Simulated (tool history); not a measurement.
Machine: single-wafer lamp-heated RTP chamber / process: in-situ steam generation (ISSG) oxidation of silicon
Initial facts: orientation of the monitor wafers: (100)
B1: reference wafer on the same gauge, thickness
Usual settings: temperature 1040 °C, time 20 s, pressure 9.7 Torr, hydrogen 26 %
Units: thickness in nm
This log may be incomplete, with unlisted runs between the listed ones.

{"run": 1, "hour": 0.0, "temperature": 1040, "time": 20, "pressure": 9.7, "hydrogen": 26, "B1": 6.92, "thickness": 6.419}
{"run": 2, "hour": 7.8, "temperature": 1040, "time": 20, "pressure": 9.7, "hydrogen": 26, "B1": 6.913, "thickness": 6.365}
{"run": 3, "hour": 15.8, "temperature": 1040, "time": 20, "pressure": 9.7, "hydrogen": 26, "B1": 6.917, "thickness": 6.398}
{"hour": 18.1, "done": "gauge calibrated"}
{"run": 4, "hour": 28.0, "temperature": 1040, "time": 20, "pressure": 9.7, "hydrogen": 26, "B1": 6.923, "thickness": 6.419}
{"run": 5, "hour": 69.6, "temperature": 1040, "time": 20, "pressure": 9.7, "hydrogen": 26, "B1": 6.918, "thickness": 6.453}
{"run": 6, "hour": 85.4, "temperature": 1040, "time": 20, "pressure": 9.7, "hydrogen": 26, "B1": 6.927, "thickness": 6.508}
{"hour": 97.3, "done": "pyrometer window cleaned and pyrometer calibrated"}
{"hour": 105.5, "done": "hydrogen flow controller replaced"}
{"run": 7, "hour": 106.0, "temperature": 1040, "time": 20, "pressure": 9.7, "hydrogen": 26, "B1": 6.909, "thickness": 6.315}
{"run": 8, "hour": 112.3, "temperature": 1040, "time": 20, "pressure": 9.7, "hydrogen": 26, "B1": 6.92, "thickness": 6.298}
{"run": 9, "hour": 118.5, "temperature": 1040, "time": 18, "pressure": 8.7, "hydrogen": 26, "B1": 6.917, "thickness": 6.136}
{"run": 10, "hour": 135.8, "temperature": 1040, "time": 18, "pressure": 8.7, "hydrogen": 26, "B1": 6.926, "thickness": 6.174}
{"run": 11, "hour": 146.4, "temperature": 1050, "time": 20, "pressure": 9.7, "hydrogen": 24, "B1": 6.919, "thickness": 6.744}
{"run": 12, "hour": 161.4, "temperature": 1050, "time": 20, "pressure": 9.7, "hydrogen": 24, "B1": 6.926, "thickness": 6.791}
{"run": 13, "hour": 174.7, "temperature": 1040, "time": 20, "pressure": 9.7, "hydrogen": 26, "B1": 6.918, "thickness": 6.531}
{"run": 14, "hour": 191.2, "temperature": 1040, "time": 23, "pressure": 9.7, "hydrogen": 26, "B1": 6.916, "thickness": 7.129}
{"hour": 203.4, "done": "pyrometer window cleaned and pyrometer calibrated"}
{"run": 15, "hour": 204.4, "temperature": 1040, "time": 24, "pressure": 8.7, "hydrogen": 32, "B1": 6.924, "thickness": 7.246}
{"hour": 224.4, "done": "pressure gauge zeroed"}
{"run": 16, "hour": 224.9, "temperature": 1055, "time": 23, "pressure": 9.7, "hydrogen": 32, "B1": 6.93, "thickness": 7.815}
{"hour": 225.0, "done": "gauge calibrated"}
{"run": 17, "hour": 225.3, "temperature": 1058, "time": 26, "pressure": 10.2, "hydrogen": 21, "B1": 6.919, "thickness": 7.676}
{"run": 18, "hour": 237.4, "temperature": 1040, "time": 16, "pressure": 9.1, "hydrogen": 17, "B1": 6.927, "thickness": 5.239}
{"run": 19, "hour": 244.9, "temperature": 1027, "time": 20, "pressure": 9.7, "hydrogen": 26, "B1": 6.913, "thickness": 6.001}
{"run": 20, "hour": 255.8, "temperature": 1040, "time": 20, "pressure": 10.2, "hydrogen": 32, "B1": 6.921, "thickness": 6.752}
{"run": 21, "hour": 265.6, "temperature": 1040, "time": 20, "pressure": 10.2, "hydrogen": 19, "B1": 6.919, "thickness": 6.016}
{"run": 22, "hour": 283.4, "temperature": 1050, "time": 20, "pressure": 9.7, "hydrogen": 24, "B1": 6.917, "thickness": 6.734}
{"run": 23, "hour": 294.4, "temperature": 1040, "time": 13, "pressure": 9.7, "hydrogen": 26, "B1": 6.925, "thickness": 5.23}
{"hour": 307.2, "done": "pyrometer window cleaned and pyrometer calibrated"}
{"run": 24, "hour": 311.8, "temperature": 1040, "time": 20, "pressure": 10.2, "hydrogen": 19, "B1": 6.926, "thickness": 5.82}
{"run": 25, "hour": 328.3, "temperature": 1040, "time": 24, "pressure": 9.2, "hydrogen": 26, "B1": 6.919, "thickness": 7.044}
{"run": 26, "hour": 337.0, "temperature": 1040, "time": 20, "pressure": 9.7, "hydrogen": 26, "B1": 6.91, "thickness": 6.406}

5 options for the next run, each taken on its own from the tool as it stands now. Forecast them:
{"run": "A", "hour": 337.4, "temperature": 1040, "time": 20, "pressure": 9.7, "hydrogen": 26, "B1": "?", "thickness": "?"}
{"run": "B", "hour": 337.4, "temperature": 1050, "time": 20, "pressure": 9.3, "hydrogen": 26, "B1": "?", "thickness": "?"}
{"run": "C", "hour": 337.4, "temperature": 1040, "time": 14, "pressure": 9.3, "hydrogen": 26, "B1": "?", "thickness": "?"}
{"run": "D", "hour": 337.4, "temperature": 1040, "time": 24, "pressure": 8.6, "hydrogen": 26, "B1": "?", "thickness": "?"}
{"run": "E", "hour": 337.4, "temperature": 1040, "time": 17, "pressure": 9.7, "hydrogen": 32, "B1": "?", "thickness": "?"}

run=A B1=6.912 thickness=6.376
run=B B1=6.912 thickness=6.789
run=C B1=6.912 thickness=5.366
run=D B1=6.912 thickness=7.132
run=E B1=6.912 thickness=6.161
The same runs, with their run-to-run variation unchanged, on a tool lacking any hidden condition would have given:
run=A thickness=6.094
run=B thickness=6.473
run=C thickness=5.147
run=D thickness=6.804
run=E thickness=5.897
